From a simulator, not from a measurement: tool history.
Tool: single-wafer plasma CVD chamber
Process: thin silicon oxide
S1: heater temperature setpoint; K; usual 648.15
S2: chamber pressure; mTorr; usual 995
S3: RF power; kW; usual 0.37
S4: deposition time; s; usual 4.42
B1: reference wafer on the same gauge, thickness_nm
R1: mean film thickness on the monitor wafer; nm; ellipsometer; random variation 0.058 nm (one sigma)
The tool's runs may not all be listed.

{"run": 1, "hour": 0.0, "S1": 659.15, "S2": 995, "S3": 0.37, "S4": 4.42, "B1": 11.793, "R1": 11.503}
{"run": 2, "hour": 26.7, "S1": 648.15, "S2": 995, "S3": 0.37, "S4": 4.42, "B1": 11.804, "R1": 11.544}
{"run": 3, "hour": 62.6, "S1": 648.15, "S2": 995, "S3": 0.37, "S4": 4.42, "B1": 11.799, "R1": 11.504}
{"hour": 74.3, "done": "showerhead replaced, of another model than before"}
{"run": 4, "hour": 92.6, "S1": 648.15, "S2": 995, "S3": 0.37, "S4": 4.42, "B1": 11.789, "R1": 11.276}
{"hour": 115.0, "done": "gauge calibrated"}
{"run": 5, "hour": 122.9, "S1": 648.15, "S2": 995, "S3": 0.37, "S4": 4.69, "B1": 11.818, "R1": 11.869}
{"hour": 238.3, "done": "capacitance manometer re-zeroed and calibrated"}
{"run": 6, "hour": 238.8, "S1": 648.15, "S2": 995, "S3": 0.37, "S4": 4.69, "B1": 11.771, "R1": 11.504}
{"run": 7, "hour": 257.3, "S1": 648.15, "S2": 995, "S3": 0.37, "S4": 4.69, "B1": 11.793, "R1": 11.476}
{"run": 8, "hour": 275.3, "S1": 648.15, "S2": 995, "S3": 0.37, "S4": 4.42, "B1": 11.799, "R1": 10.797}
{"run": 9, "hour": 294.3, "S1": 648.15, "S2": 995, "S3": 0.37, "S4": 4.42, "B1": 11.79, "R1": 10.823}
{"run": 10, "hour": 307.6, "S1": 640.15, "S2": 995, "S3": 0.305, "S4": 4.42, "B1": 11.791, "R1": 9.147}
{"run": 11, "hour": 331.7, "S1": 636.15, "S2": 995, "S3": 0.42, "S4": 5.16, "B1": 11.806, "R1": 13.803}
{"hour": 371.9, "done": "RF generator calibrated"}
{"run": 12, "hour": 372.4, "S1": 648.15, "S2": 995, "S3": 0.37, "S4": 4.42, "B1": 11.806, "R1": 10.745}
{"run": 13, "hour": 379.9, "S1": 636.15, "S2": 1215, "S3": 0.395, "S4": 3.92, "B1": 11.807, "R1": 11.029}
{"run": 14, "hour": 400.1, "S1": 643.15, "S2": 995, "S3": 0.42, "S4": 4.42, "B1": 11.792, "R1": 11.795}
{"run": 15, "hour": 419.7, "S1": 648.15, "S2": 995, "S3": 0.37, "S4": 4.42, "B1": 11.789, "R1": 10.747}
{"run": 16, "hour": 454.7, "S1": 648.15, "S2": 995, "S3": 0.37, "S4": 4.42, "B1": 11.781, "R1": 10.869}
{"hour": 477.3, "done": "thermocouple changed; heater temperature recalibrated"}
{"run": 17, "hour": 484.8, "S1": 648.15, "S2": 995, "S3": 0.37, "S4": 4.42, "B1": 11.796, "R1": 10.802}
{"run": 18, "hour": 498.3, "S1": 648.15, "S2": 995, "S3": 0.35, "S4": 4.42, "B1": 11.775, "R1": 10.34}
{"run": 19, "hour": 532.1, "S1": 654.15, "S2": 1137, "S3": 0.305, "S4": 4.85, "B1": 11.784, "R1": 10.683}
{"run": 20, "hour": 567.4, "S1": 638.15, "S2": 1236, "S3": 0.4, "S4": 4.04, "B1": 11.791, "R1": 11.452}
{"run": 21, "hour": 595.1, "S1": 639.15, "S2": 1131, "S3": 0.39, "S4": 4.42, "B1": 11.823, "R1": 11.938}
{"run": 22, "hour": 613.1, "S1": 637.15, "S2": 995, "S3": 0.37, "S4": 4.42, "B1": 11.81, "R1": 10.878}
{"run": 23, "hour": 631.3, "S1": 648.15, "S2": 810, "S3": 0.405, "S4": 4.42, "B1": 11.796, "R1": 10.55}
{"run": 24, "hour": 653.7, "S1": 648.15, "S2": 1106, "S3": 0.37, "S4": 4.42, "B1": 11.807, "R1": 11.305}
{"run": 25, "hour": 680.6, "S1": 648.15, "S2": 1166, "S3": 0.425, "S4": 4.69, "B1": 11.803, "R1": 13.396}
{"run": 26, "hour": 700.6, "S1": 648.15, "S2": 832, "S3": 0.37, "S4": 4.42, "B1": 11.824, "R1": 9.913}
{"run": 27, "hour": 734.0, "S1": 658.15, "S2": 995, "S3": 0.435, "S4": 4.42, "B1": 11.8, "R1": 11.86}
{"run": 28, "hour": 762.0, "S1": 648.15, "S2": 995, "S3": 0.42, "S4": 4.96, "B1": 11.81, "R1": 13.246}
{"run": 29, "hour": 779.7, "S1": 648.15, "S2": 1166, "S3": 0.425, "S4": 4.69, "B1": 11.793, "R1": 13.312}

Forecast each of these 3 alternatives for the next run:
{"run": "A", "hour": 780.1, "S1": 648.15, "S2": 995, "S3": 0.37, "S4": 4.42, "B1": "?", "R1": "?"}
{"run": "B", "hour": 780.1, "S1": 648.15, "S2": 995, "S3": 0.37, "S4": 3.72, "B1": "?", "R1": "?"}
{"run": "C", "hour": 780.1, "S1": 639.15, "S2": 995, "S3": 0.39, "S4": 5.05, "B1": "?", "R1": "?"}

run=A B1=11.804 R1=10.856
run=B B1=11.804 R1=9.139
run=C B1=11.804 R1=12.916
Without the tool's hidden state the same runs would have given:
run=A R1=10.849
run=B R1=9.133
run=C R1=12.908

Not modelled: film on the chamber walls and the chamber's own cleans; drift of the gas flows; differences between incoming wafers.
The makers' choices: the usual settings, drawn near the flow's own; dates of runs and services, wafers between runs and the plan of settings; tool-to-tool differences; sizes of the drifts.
